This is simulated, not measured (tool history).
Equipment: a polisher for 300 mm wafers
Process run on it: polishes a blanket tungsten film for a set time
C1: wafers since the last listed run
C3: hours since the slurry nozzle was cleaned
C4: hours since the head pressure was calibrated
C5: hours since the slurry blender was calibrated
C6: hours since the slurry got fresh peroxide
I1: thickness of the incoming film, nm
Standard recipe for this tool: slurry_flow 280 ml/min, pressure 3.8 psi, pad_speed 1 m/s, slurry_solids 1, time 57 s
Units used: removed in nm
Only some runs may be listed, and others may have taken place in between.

{"run": 1, "day": 0.0, "slurry_flow": 280, "pressure": 3.8, "pad_speed": 1.12, "slurry_solids": 1, "time": 57, "C1": 0, "wafers polished on this pad": 180, "C3": 16, "C4": 223.9, "C5": 43.3, "C6": 49.4, "I1": 1586.5, "removed": 329.4}
{"run": 2, "day": 0.725, "slurry_flow": 280, "pressure": 3.8, "pad_speed": 1.12, "slurry_solids": 1, "time": 57, "C1": 152, "wafers polished on this pad": 333, "C3": 33.4, "C4": 241.3, "C5": 60.7, "C6": 66.8, "I1": 1559, "removed": 316}
{"run": 3, "day": 2.188, "slurry_flow": 335, "pressure": 3.8, "pad_speed": 1, "slurry_solids": 1, "time": 57, "C1": 307, "wafers polished on this pad": 640, "C3": 68.5, "C4": 276.4, "C5": 95.8, "C6": 101.9, "I1": 1573.7, "removed": 285}
{"day": 3.25, "done": "worn pad replaced by a new one"}
{"day": 3.358, "done": "slurry tank refilled with fresh slurry and peroxide"}
{"run": 4, "day": 3.767, "slurry_flow": 335, "pressure": 3.8, "pad_speed": 1, "slurry_solids": 1, "time": 57, "C1": 288, "wafers polished on this pad": 99, "C3": 106.4, "C4": 314.3, "C5": 133.7, "C6": 9.8, "I1": 1596.6, "removed": 309.7}
{"day": 4.367, "done": "slurry blender recalibrated"}
{"run": 5, "day": 5.212, "slurry_flow": 280, "pressure": 3.8, "pad_speed": 0.88, "slurry_solids": 1, "time": 57, "C1": 286, "wafers polished on this pad": 386, "C3": 141.1, "C4": 349, "C5": 20.3, "C6": 44.5, "I1": 1596.4, "removed": 260.2}
{"run": 6, "day": 5.733, "slurry_flow": 280, "pressure": 3.8, "pad_speed": 0.88, "slurry_solids": 1, "time": 57, "C1": 109, "wafers polished on this pad": 495, "C3": 153.6, "C4": 361.5, "C5": 32.8, "C6": 57, "I1": 1572.7, "removed": 253.2}
{"run": 7, "day": 6.317, "slurry_flow": 280, "pressure": 3.8, "pad_speed": 0.88, "slurry_solids": 1, "time": 57, "C1": 122, "wafers polished on this pad": 618, "C3": 167.6, "C4": 375.5, "C5": 46.8, "C6": 71, "I1": 1568.9, "removed": 249.3}
{"day": 7.379, "done": "worn pad replaced by a new one"}
{"run": 8, "day": 7.4, "slurry_flow": 280, "pressure": 3.8, "pad_speed": 1.16, "slurry_solids": 0.8, "time": 57, "C1": 192, "wafers polished on this pad": 4, "C3": 193.6, "C4": 401.5, "C5": 72.8, "C6": 97, "I1": 1587.4, "removed": 306.6}
{"run": 9, "day": 8.071, "slurry_flow": 280, "pressure": 3.8, "pad_speed": 1.16, "slurry_solids": 0.8, "time": 57, "C1": 140, "wafers polished on this pad": 145, "C3": 209.7, "C4": 417.6, "C5": 88.9, "C6": 113.1, "I1": 1571.3, "removed": 315.7}
{"day": 8.208, "done": "slurry tank refilled with fresh slurry and peroxide"}
{"run": 10, "day": 8.667, "slurry_flow": 280, "pressure": 3.8, "pad_speed": 1, "slurry_solids": 0.95, "time": 57, "C1": 116, "wafers polished on this pad": 262, "C3": 224, "C4": 431.9, "C5": 103.2, "C6": 11, "I1": 1603.9, "removed": 299.6}
{"day": 9.738, "done": "slurry blender recalibrated"}
{"run": 11, "day": 9.758, "slurry_flow": 280, "pressure": 3.8, "pad_speed": 1, "slurry_solids": 0.95, "time": 57, "C1": 211, "wafers polished on this pad": 473, "C3": 250.2, "C4": 458.1, "C5": 0.5, "C6": 37.2, "I1": 1603.8, "removed": 286.5}
{"run": 12, "day": 10.275, "slurry_flow": 185, "pressure": 3, "pad_speed": 1.12, "slurry_solids": 1, "time": 57, "C1": 108, "wafers polished on this pad": 582, "C3": 262.6, "C4": 470.5, "C5": 12.9, "C6": 49.6, "I1": 1591.6, "removed": 257.6}
{"run": 13, "day": 10.821, "slurry_flow": 280, "pressure": 3.8, "pad_speed": 0.88, "slurry_solids": 1, "time": 57, "C1": 114, "wafers polished on this pad": 697, "C3": 275.7, "C4": 483.6, "C5": 26, "C6": 62.7, "I1": 1595.2, "removed": 241.7}
{"day": 11.35, "done": "worn pad replaced by a new one"}
{"run": 14, "day": 11.938, "slurry_flow": 280, "pressure": 3.8, "pad_speed": 1, "slurry_solids": 1, "time": 57, "C1": 199, "wafers polished on this pad": 123, "C3": 302.5, "C4": 510.4, "C5": 52.8, "C6": 89.5, "I1": 1554.3, "removed": 279.8}
{"run": 15, "day": 13.146, "slurry_flow": 280, "pressure": 3.8, "pad_speed": 1, "slurry_solids": 0.95, "time": 57, "C1": 253, "wafers polished on this pad": 376, "C3": 331.5, "C4": 539.4, "C5": 81.8, "C6": 118.5, "I1": 1608.2, "removed": 270.1}
{"day": 13.575, "done": "slurry tank refilled with fresh slurry and peroxide"}
{"run": 16, "day": 13.908, "slurry_flow": 280, "pressure": 4.2, "pad_speed": 1.32, "slurry_solids": 1, "time": 57, "C1": 151, "wafers polished on this pad": 528, "C3": 349.8, "C4": 557.7, "C5": 100.1, "C6": 8, "I1": 1587.2, "removed": 443.6}
{"day": 14.242, "done": "slurry nozzle cleaned"}
{"run": 17, "day": 14.454, "slurry_flow": 315, "pressure": 4.2, "pad_speed": 1, "slurry_solids": 1.3, "time": 46, "C1": 105, "wafers polished on this pad": 634, "C3": 5.1, "C4": 570.8, "C5": 113.2, "C6": 21.1, "I1": 1579.9, "removed": 285.9}
{"run": 18, "day": 14.988, "slurry_flow": 205, "pressure": 3.8, "pad_speed": 1, "slurry_solids": 1, "time": 39, "C1": 112, "wafers polished on this pad": 746, "C3": 17.9, "C4": 583.6, "C5": 126, "C6": 33.9, "I1": 1586.8, "removed": 200.6}
{"day": 15.229, "done": "worn pad replaced by a new one"}
{"day": 15.604, "done": "head pressure recalibrated"}
{"day": 15.988, "done": "slurry blender recalibrated"}
{"run": 19, "day": 18.258, "slurry_flow": 245, "pressure": 3.8, "pad_speed": 1.24, "slurry_solids": 1.2, "time": 73, "C1": 617, "wafers polished on this pad": 601, "C3": 96.4, "C4": 63.7, "C5": 54.5, "C6": 112.4, "I1": 1597.5, "removed": 471.2}
{"day": 19.096, "done": "worn pad replaced by a new one"}
{"day": 19.246, "done": "slurry tank refilled with fresh slurry and peroxide"}
{"run": 20, "day": 19.917, "slurry_flow": 325, "pressure": 3.8, "pad_speed": 1, "slurry_solids": 1, "time": 57, "C1": 304, "wafers polished on this pad": 163, "C3": 136.2, "C4": 103.5, "C5": 94.3, "C6": 16.1, "I1": 1573, "removed": 306.1}
{"run": 21, "day": 20.596, "slurry_flow": 280, "pressure": 3.8, "pad_speed": 1, "slurry_solids": 1, "time": 40, "C1": 142, "wafers polished on this pad": 306, "C3": 152.5, "C4": 119.8, "C5": 110.6, "C6": 32.4, "I1": 1608, "removed": 208.2}
{"run": 22, "day": 21.342, "slurry_flow": 280, "pressure": 3.8, "pad_speed": 1, "slurry_solids": 1, "time": 57, "C1": 156, "wafers polished on this pad": 463, "C3": 170.4, "C4": 137.7, "C5": 128.5, "C6": 50.3, "I1": 1595, "removed": 288.5}

Consider 4 possible next runs. They are alternatives, not a sequence: every one starts from the tool as it was left by run 22. What does each give?
{"run": "A", "day": 21.358, "slurry_flow": 280, "pressure": 3.8, "pad_speed": 0.66, "slurry_solids": 1, "time": 57, "C1": 3, "wafers polished on this pad": 466, "C3": 170.8, "C4": 138.1, "C5": 128.9, "C6": 50.7, "I1": 1575.7, "removed": "?"}
{"run": "B", "day": 21.358, "slurry_flow": 370, "pressure": 3.3, "pad_speed": 1, "slurry_solids": 1, "time": 57, "C1": 3, "wafers polished on this pad": 466, "C3": 170.8, "C4": 138.1, "C5": 128.9, "C6": 50.7, "I1": 1575.7, "removed": "?"}
{"run": "C", "day": 21.358, "slurry_flow": 280, "pressure": 3.8, "pad_speed": 1.16, "slurry_solids": 1, "time": 57, "C1": 3, "wafers polished on this pad": 466, "C3": 170.8, "C4": 138.1, "C5": 128.9, "C6": 50.7, "I1": 1575.7, "removed": "?"}
{"run": "D", "day": 21.358, "slurry_flow": 280, "pressure": 3.8, "pad_speed": 1, "slurry_solids": 1, "time": 38, "C1": 3, "wafers polished on this pad": 466, "C3": 170.8, "C4": 138.1, "C5": 128.9, "C6": 50.7, "I1": 1575.7, "removed": "?"}

run=A removed=195.9
run=B removed=268.3
run=C removed=344.4
run=D removed=197.9
Without the tool's hidden state the same runs would have given:
run=A removed=212
run=B removed=290.3
run=C removed=372.5
run=D removed=214.1

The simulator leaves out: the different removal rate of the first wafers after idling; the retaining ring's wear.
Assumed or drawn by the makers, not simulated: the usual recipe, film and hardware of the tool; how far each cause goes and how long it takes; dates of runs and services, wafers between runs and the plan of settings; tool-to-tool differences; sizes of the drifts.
